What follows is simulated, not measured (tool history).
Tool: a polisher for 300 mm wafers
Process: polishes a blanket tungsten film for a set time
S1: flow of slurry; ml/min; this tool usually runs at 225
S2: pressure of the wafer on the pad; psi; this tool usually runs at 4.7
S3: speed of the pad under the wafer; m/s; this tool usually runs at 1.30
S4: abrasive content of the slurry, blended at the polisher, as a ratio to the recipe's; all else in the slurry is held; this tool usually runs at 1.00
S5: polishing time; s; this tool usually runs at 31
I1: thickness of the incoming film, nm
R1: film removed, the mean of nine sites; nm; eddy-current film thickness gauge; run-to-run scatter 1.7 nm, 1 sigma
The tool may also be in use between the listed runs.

{"run": 1, "hour": 0.0, "S1": 225, "S2": 4.7, "S3": 1.3, "S4": 1.0, "S5": 31, "I1": 674.8, "R1": 208.1}
{"run": 2, "hour": 11.1, "S1": 225, "S2": 4.7, "S3": 1.3, "S4": 1.0, "S5": 31, "I1": 675.7, "R1": 204.0}
{"run": 3, "hour": 23.7, "S1": 225, "S2": 4.7, "S3": 1.3, "S4": 1.0, "S5": 31, "I1": 664.6, "R1": 202.8}
{"run": 4, "hour": 32.6, "S1": 225, "S2": 4.7, "S3": 1.3, "S4": 1.0, "S5": 31, "I1": 683.0, "R1": 203.5}
{"run": 5, "hour": 43.9, "S1": 225, "S2": 4.7, "S3": 1.3, "S4": 1.0, "S5": 31, "I1": 671.7, "R1": 200.0}
{"hour": 52.9, "done": "head pressure recalibrated"}
{"hour": 65.0, "done": "worn pad replaced by a new one"}
{"run": 6, "hour": 97.7, "S1": 295, "S2": 4.7, "S3": 1.3, "S4": 0.75, "S5": 31, "I1": 667.0, "R1": 183.1}
{"run": 7, "hour": 103.7, "S1": 225, "S2": 4.7, "S3": 1.3, "S4": 1.0, "S5": 31, "I1": 660.7, "R1": 190.6}
{"run": 8, "hour": 109.8, "S1": 225, "S2": 5.6, "S3": 1.58, "S4": 1.0, "S5": 39, "I1": 682.7, "R1": 343.1}
{"run": 9, "hour": 123.3, "S1": 225, "S2": 4.7, "S3": 1.56, "S4": 1.2, "S5": 27, "I1": 663.4, "R1": 202.8}
{"hour": 130.5, "done": "slurry blender recalibrated"}
{"run": 10, "hour": 132.5, "S1": 300, "S2": 4.2, "S3": 1.3, "S4": 1.0, "S5": 31, "I1": 660.7, "R1": 170.9}
{"hour": 137.6, "done": "slurry tank refilled with fresh slurry and peroxide"}
{"run": 11, "hour": 141.4, "S1": 155, "S2": 4.7, "S3": 1.3, "S4": 1.0, "S5": 31, "I1": 672.6, "R1": 197.3}
{"run": 12, "hour": 153.1, "S1": 225, "S2": 5.8, "S3": 1.3, "S4": 1.0, "S5": 23, "I1": 674.7, "R1": 187.7}
{"run": 13, "hour": 167.6, "S1": 280, "S2": 4.7, "S3": 1.3, "S4": 1.2, "S5": 31, "I1": 661.8, "R1": 212.3}
{"run": 14, "hour": 174.9, "S1": 225, "S2": 4.7, "S3": 1.3, "S4": 1.0, "S5": 24, "I1": 673.6, "R1": 157.5}
{"run": 15, "hour": 183.0, "S1": 225, "S2": 6.3, "S3": 1.3, "S4": 0.9, "S5": 31, "I1": 680.1, "R1": 259.3}

Expected results for the next run?
{"run": 16, "hour": 197.6, "S1": 275, "S2": 4.7, "S3": 1.12, "S4": 1.0, "S5": 24, "I1": 660.6, "R1": "?"}

Logged for run 16: R1 134.4 nm.
Were there no unlogged condition in the tool, this run, its random variation unchanged, would have produced R1 141.4 nm.
